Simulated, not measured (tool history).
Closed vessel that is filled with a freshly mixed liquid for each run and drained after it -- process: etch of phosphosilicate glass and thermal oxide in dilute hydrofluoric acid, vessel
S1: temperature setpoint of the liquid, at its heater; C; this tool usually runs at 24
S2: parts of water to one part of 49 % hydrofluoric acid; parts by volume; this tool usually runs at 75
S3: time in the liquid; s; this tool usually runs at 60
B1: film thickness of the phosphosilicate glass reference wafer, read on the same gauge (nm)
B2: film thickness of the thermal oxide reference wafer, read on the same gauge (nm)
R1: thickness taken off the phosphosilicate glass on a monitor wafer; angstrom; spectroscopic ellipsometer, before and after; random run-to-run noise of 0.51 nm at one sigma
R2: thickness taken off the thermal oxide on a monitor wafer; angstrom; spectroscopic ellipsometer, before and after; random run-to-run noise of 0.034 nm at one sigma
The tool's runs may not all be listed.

run,hour,S1,S2,S3,B1,B2,R1,R2
1,0,24,75,60,139.99,120.036,1094.1,33.76
# hour 3.7: hydrofluoric acid flow meter replaced
2,34.3,22,55,60,139.98,119.952,1492.7,44.42
3,48.1,24,85,60,140,119.992,1000,30.52
# hour 64.4: gauge calibrated
4,81.7,24,85,60,140,120.041,1004.5,30.74
5,95.3,24,75,60,140.04,119.958,1154.2,34.59
6,116.7,24,75,60,140,120.004,1150.3,35.44
7,166,26,100,60,139.99,119.997,895.2,27.24
8,191.5,26.5,60,85,139.94,119.981,2281.8,70.13
9,208.5,24,75,60,140.01,119.986,1151.9,35.41
10,239.7,21.5,115,60,140.01,120.025,634.2,19.72
# hour 240.9: thermometer replaced
11,259.5,24,75,95,140.05,120.011,1812.4,55.87
12,279.3,19.5,50,40,140.05,119.982,970.2,29.92
13,301.1,19.5,75,40,139.97,120.011,631.4,19.28
14,320.1,24,75,40,139.99,119.99,757,23.02
15,353.1,24,75,60,140.02,120.008,1137.4,34.85
16,387.5,24,75,60,140.01,119.994,1138.2,35.49
17,411.2,24,75,60,140,119.979,1133.9,34.69
18,432.7,21,75,60,139.99,120.005,996.2,30.73
19,445.5,25.5,95,45,139.98,119.983,687.6,20.76
20,468.9,25.5,75,75,140.02,119.981,1490.4,46.38
21,504.2,28,105,40,139.96,119.989,600.6,18.38
22,519.6,26.5,90,30,140.01,119.998,507.6,15.4
23,554.1,21.5,40,70,140.02,120.014,2333.9,70.01
24,566.8,24,75,60,139.99,120.004,1127.6,34.77
25,593.7,27,100,60,140,119.964,916.8,27.93
26,641.5,29,75,35,139.95,120.056,800.7,24.65

Predict each of these 3 candidate next runs independently; none follows another, all start after run 26:
A,642.2,24,75,60,?,?,?,?
B,642.2,21.5,90,60,?,?,?,?
C,642.2,20.5,75,60,?,?,?,?

run,B1,B2,R1,R2
A,140,120.007,1118.3,34.49
B,140,120.007,826.4,25.49
C,140,120.007,969.2,29.89
Take away the tool's hidden state, keep each run's random variation, and the runs would have read:
run,R1,R2
A,1155.9,35.65
B,854.4,26.35
C,1001.5,30.89
